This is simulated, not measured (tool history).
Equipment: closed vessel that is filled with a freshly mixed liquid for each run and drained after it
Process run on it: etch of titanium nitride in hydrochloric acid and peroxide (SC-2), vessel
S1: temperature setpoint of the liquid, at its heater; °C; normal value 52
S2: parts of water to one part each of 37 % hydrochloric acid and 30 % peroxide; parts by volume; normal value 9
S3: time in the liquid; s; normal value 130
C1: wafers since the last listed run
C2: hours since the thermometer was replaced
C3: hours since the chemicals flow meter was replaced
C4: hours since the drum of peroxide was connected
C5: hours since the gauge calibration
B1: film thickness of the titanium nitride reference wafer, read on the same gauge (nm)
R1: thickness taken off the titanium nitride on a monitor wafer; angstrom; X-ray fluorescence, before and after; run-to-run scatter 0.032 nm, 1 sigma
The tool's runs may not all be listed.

run 1 day=0 | S1=58 S2=9 S3=130 | C1=0 C2=834.2 C3=1750.4 C4=89.2 C5=391.1 | B1=30.009 | R1=69.01
run 2 day=2.442 | S1=58 S2=9 S3=130 | C1=4854 C2=892.8 C3=1809 C4=147.8 C5=449.7 | B1=29.99 | R1=69.06
run 3 day=5.092 | S1=52 S2=9 S3=190 | C1=5268 C2=956.4 C3=1872.6 C4=211.4 C5=513.3 | B1=30.003 | R1=67.78
run 4 day=6.117 | S1=52 S2=9 S3=190 | C1=2037 C2=981 C3=1897.2 C4=236 C5=537.9 | B1=30.005 | R1=67.81
run 5 day=8.662 | S1=52 S2=9 S3=190 | C1=5061 C2=1042.1 C3=1958.3 C4=297.1 C5=599 | B1=29.999 | R1=68.2
-- day=9.075 gauge calibrated
run 6 day=10.05 | S1=52 S2=7.5 S3=130 | C1=2758 C2=1075.4 C3=1991.6 C4=330.4 C5=23.4 | B1=30.012 | R1=53.4
run 7 day=11.179 | S1=52 S2=7.5 S3=130 | C1=2244 C2=1102.5 C3=2018.7 C4=357.5 C5=50.5 | B1=29.993 | R1=53.33
run 8 day=12.242 | S1=52 S2=7.5 S3=130 | C1=2112 C2=1128 C3=2044.2 C4=383 C5=76 | B1=29.982 | R1=54.14
run 9 day=13.512 | S1=44.5 S2=9 S3=130 | C1=2526 C2=1158.5 C3=2074.7 C4=413.5 C5=106.5 | B1=30.003 | R1=28.13
run 10 day=14.571 | S1=44.5 S2=9 S3=130 | C1=2104 C2=1183.9 C3=2100.1 C4=438.9 C5=131.9 | B1=30.024 | R1=28.04
-- day=15.604 chemicals flow meter replaced
-- day=15.988 thermometer replaced
run 11 day=17.025 | S1=52 S2=9 S3=130 | C1=4713 C2=24.9 C3=34.1 C4=497.8 C5=190.8 | B1=30.023 | R1=46.92
run 12 day=18.383 | S1=58 S2=13 S3=130 | C1=2700 C2=57.5 C3=66.7 C4=530.4 C5=223.4 | B1=30.003 | R1=50.41
run 13 day=19.133 | S1=52 S2=9 S3=190 | C1=1491 C2=75.5 C3=84.7 C4=548.4 C5=241.4 | B1=29.981 | R1=67.42
run 14 day=19.667 | S1=52 S2=9 S3=55 | C1=1060 C2=88.3 C3=97.5 C4=561.2 C5=254.2 | B1=30.013 | R1=19.69
-- day=19.892 new drum of peroxide connected
run 15 day=20.462 | S1=52 S2=9 S3=130 | C1=1499 C2=107.4 C3=116.6 C4=13.7 C5=273.3 | B1=30.012 | R1=46.68

Run 16, settings as shown, results not yet in. Your forecast:
run 16 day=21.242 | S1=52 S2=9 S3=130 | C1=1549 C2=126.1 C3=135.3 C4=32.4 C5=292 | B1=? | R1=?

B1: 30.011
R1: 46.34 angstrom
The same run, on a tool lacking any hidden state, would have yielded R1 46.34 angstrom.
